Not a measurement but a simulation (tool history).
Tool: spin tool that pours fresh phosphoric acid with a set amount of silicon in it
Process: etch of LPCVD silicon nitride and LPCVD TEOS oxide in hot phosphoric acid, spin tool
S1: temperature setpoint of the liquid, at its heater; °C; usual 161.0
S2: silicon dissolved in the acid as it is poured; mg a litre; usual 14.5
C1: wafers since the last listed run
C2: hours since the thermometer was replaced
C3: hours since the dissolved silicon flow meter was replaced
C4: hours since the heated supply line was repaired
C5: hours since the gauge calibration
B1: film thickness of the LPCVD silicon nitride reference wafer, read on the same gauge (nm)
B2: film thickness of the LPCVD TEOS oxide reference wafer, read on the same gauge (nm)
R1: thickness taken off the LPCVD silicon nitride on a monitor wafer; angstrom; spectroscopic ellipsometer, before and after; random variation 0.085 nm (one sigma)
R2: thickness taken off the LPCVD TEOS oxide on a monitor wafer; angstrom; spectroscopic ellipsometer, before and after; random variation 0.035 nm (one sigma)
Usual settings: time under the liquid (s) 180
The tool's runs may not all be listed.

{"run": 1, "hour": 0.0, "S1": 161.0, "S2": 14.5, "time under the liquid (s)": 180, "C1": 0, "C2": 2489.6, "C3": 1112.0, "C4": 1446.5, "C5": 233.2, "B1": 50.0, "B2": 109.989, "R1": 167.7, "R2": 4.82}
{"run": 2, "hour": 15.0, "S1": 161.0, "S2": 14.5, "time under the liquid (s)": 180, "C1": 81, "C2": 2504.6, "C3": 1127.0, "C4": 1461.5, "C5": 248.2, "B1": 50.01, "B2": 110.029, "R1": 167.3, "R2": 5.64}
{"run": 3, "hour": 24.8, "S1": 161.0, "S2": 14.5, "time under the liquid (s)": 180, "C1": 53, "C2": 2514.4, "C3": 1136.8, "C4": 1471.3, "C5": 258.0, "B1": 50.0, "B2": 109.999, "R1": 167.0, "R2": 5.53}
{"run": 4, "hour": 37.9, "S1": 162.0, "S2": 14.5, "time under the liquid (s)": 180, "C1": 71, "C2": 2527.5, "C3": 1149.9, "C4": 1484.4, "C5": 271.1, "B1": 50.02, "B2": 109.989, "R1": 172.7, "R2": 5.71}
{"run": 5, "hour": 54.3, "S1": 162.0, "S2": 14.5, "time under the liquid (s)": 180, "C1": 89, "C2": 2543.9, "C3": 1166.3, "C4": 1500.8, "C5": 287.5, "B1": 50.0, "B2": 109.974, "R1": 172.7, "R2": 5.57}
{"run": 6, "hour": 68.2, "S1": 162.0, "S2": 14.5, "time under the liquid (s)": 180, "C1": 75, "C2": 2557.8, "C3": 1180.2, "C4": 1514.7, "C5": 301.4, "B1": 50.0, "B2": 109.98, "R1": 172.5, "R2": 5.73}
{"hour": 75.5, "done": "gauge calibrated"}
{"run": 7, "hour": 83.4, "S1": 161.0, "S2": 14.5, "time under the liquid (s)": 180, "C1": 82, "C2": 2573.0, "C3": 1195.4, "C4": 1529.9, "C5": 7.9, "B1": 50.01, "B2": 109.984, "R1": 166.0, "R2": 5.49}
{"run": 8, "hour": 89.9, "S1": 161.0, "S2": 14.5, "time under the liquid (s)": 180, "C1": 35, "C2": 2579.5, "C3": 1201.9, "C4": 1536.4, "C5": 14.4, "B1": 50.02, "B2": 109.994, "R1": 166.2, "R2": 4.95}
{"run": 9, "hour": 97.9, "S1": 161.0, "S2": 14.5, "time under the liquid (s)": 180, "C1": 43, "C2": 2587.5, "C3": 1209.9, "C4": 1544.4, "C5": 22.4, "B1": 50.01, "B2": 110.014, "R1": 166.4, "R2": 4.46}
{"run": 10, "hour": 109.4, "S1": 161.0, "S2": 14.5, "time under the liquid (s)": 180, "C1": 62, "C2": 2599.0, "C3": 1221.4, "C4": 1555.9, "C5": 33.9, "B1": 49.99, "B2": 109.973, "R1": 165.5, "R2": 5.41}
{"hour": 118.3, "done": "dissolved silicon flow meter replaced"}
{"run": 11, "hour": 124.2, "S1": 159.0, "S2": 14.5, "time under the liquid (s)": 110, "C1": 74, "C2": 2613.8, "C3": 5.9, "C4": 1570.7, "C5": 48.7, "B1": 50.01, "B2": 109.994, "R1": 94.5, "R2": 2.51}
{"run": 12, "hour": 132.6, "S1": 162.0, "S2": 14.5, "time under the liquid (s)": 145, "C1": 45, "C2": 2622.2, "C3": 14.3, "C4": 1579.1, "C5": 57.1, "B1": 50.02, "B2": 110.027, "R1": 137.4, "R2": 4.48}
{"run": 13, "hour": 143.3, "S1": 163.0, "S2": 14.5, "time under the liquid (s)": 215, "C1": 58, "C2": 2632.9, "C3": 25.0, "C4": 1589.8, "C5": 67.8, "B1": 50.02, "B2": 110.001, "R1": 211.8, "R2": 7.2}
{"hour": 152.9, "done": "heated supply line repaired"}
{"run": 14, "hour": 172.6, "S1": 161.0, "S2": 14.5, "time under the liquid (s)": 180, "C1": 153, "C2": 2662.2, "C3": 54.3, "C4": 19.7, "C5": 97.1, "B1": 49.96, "B2": 109.991, "R1": 183.2, "R2": 6.36}
{"hour": 181.5, "done": "thermometer replaced"}
{"run": 15, "hour": 182.0, "S1": 161.0, "S2": 14.5, "time under the liquid (s)": 180, "C1": 45, "C2": 0.5, "C3": 63.7, "C4": 29.1, "C5": 106.5, "B1": 50.01, "B2": 110.018, "R1": 185.1, "R2": 6.58}
{"run": 16, "hour": 197.8, "S1": 161.0, "S2": 25.0, "time under the liquid (s)": 135, "C1": 85, "C2": 16.3, "C3": 79.5, "C4": 44.9, "C5": 122.3, "B1": 49.99, "B2": 110.03, "R1": 139.7, "R2": 3.79}
{"run": 17, "hour": 206.8, "S1": 161.0, "S2": 3.5, "time under the liquid (s)": 215, "C1": 48, "C2": 25.3, "C3": 88.5, "C4": 53.9, "C5": 131.3, "B1": 49.99, "B2": 109.98, "R1": 219.5, "R2": 10.03}
{"run": 18, "hour": 219.9, "S1": 162.0, "S2": 19.0, "time under the liquid (s)": 180, "C1": 71, "C2": 38.4, "C3": 101.6, "C4": 67.0, "C5": 144.4, "B1": 50.0, "B2": 110.039, "R1": 190.1, "R2": 5.64}
{"run": 19, "hour": 236.1, "S1": 163.5, "S2": 20.5, "time under the liquid (s)": 140, "C1": 87, "C2": 54.6, "C3": 117.8, "C4": 83.2, "C5": 160.6, "B1": 50.01, "B2": 110.005, "R1": 156.2, "R2": 5.15}
{"run": 20, "hour": 248.1, "S1": 161.0, "S2": 14.5, "time under the liquid (s)": 180, "C1": 65, "C2": 66.6, "C3": 129.8, "C4": 95.2, "C5": 172.6, "B1": 49.99, "B2": 110.009, "R1": 184.2, "R2": 6.74}
{"run": 21, "hour": 255.4, "S1": 159.0, "S2": 14.5, "time under the liquid (s)": 110, "C1": 39, "C2": 73.9, "C3": 137.1, "C4": 102.5, "C5": 179.9, "B1": 50.01, "B2": 110.003, "R1": 105.3, "R2": 3.54}
{"run": 22, "hour": 268.2, "S1": 162.0, "S2": 4.0, "time under the liquid (s)": 280, "C1": 69, "C2": 86.7, "C3": 149.9, "C4": 115.3, "C5": 192.7, "B1": 50.0, "B2": 109.968, "R1": 295.1, "R2": 14.89}
{"run": 23, "hour": 276.2, "S1": 162.5, "S2": 14.5, "time under the liquid (s)": 180, "C1": 43, "C2": 94.7, "C3": 157.9, "C4": 123.3, "C5": 200.7, "B1": 50.0, "B2": 109.998, "R1": 192.8, "R2": 7.83}

Forecast each of these 3 alternatives for the next run:
{"run": "A", "hour": 276.7, "S1": 161.0, "S2": 14.5, "time under the liquid (s)": 180, "C1": 2, "C2": 95.2, "C3": 158.4, "C4": 123.8, "C5": 201.2, "B1": "?", "B2": "?", "R1": "?", "R2": "?"}
{"run": "B", "hour": 276.7, "S1": 160.0, "S2": 7.5, "time under the liquid (s)": 105, "C1": 2, "C2": 95.2, "C3": 158.4, "C4": 123.8, "C5": 201.2, "B1": "?", "B2": "?", "R1": "?", "R2": "?"}
{"run": "C", "hour": 276.7, "S1": 161.0, "S2": 26.0, "time under the liquid (s)": 180, "C1": 2, "C2": 95.2, "C3": 158.4, "C4": 123.8, "C5": 201.2, "B1": "?", "B2": "?", "R1": "?", "R2": "?"}

run=A B1=49.99 B2=109.978 R1=184.7 R2=6.79
run=B B1=49.99 B2=109.978 R1=104.2 R2=4.31
run=C B1=49.99 B2=109.978 R1=184.7 R2=4.86
Without the tool's hidden state the same runs would have given:
run=A R1=188.0 R2=7.06
run=B R1=106.1 R2=4.49
run=C R1=188.0 R2=5.06
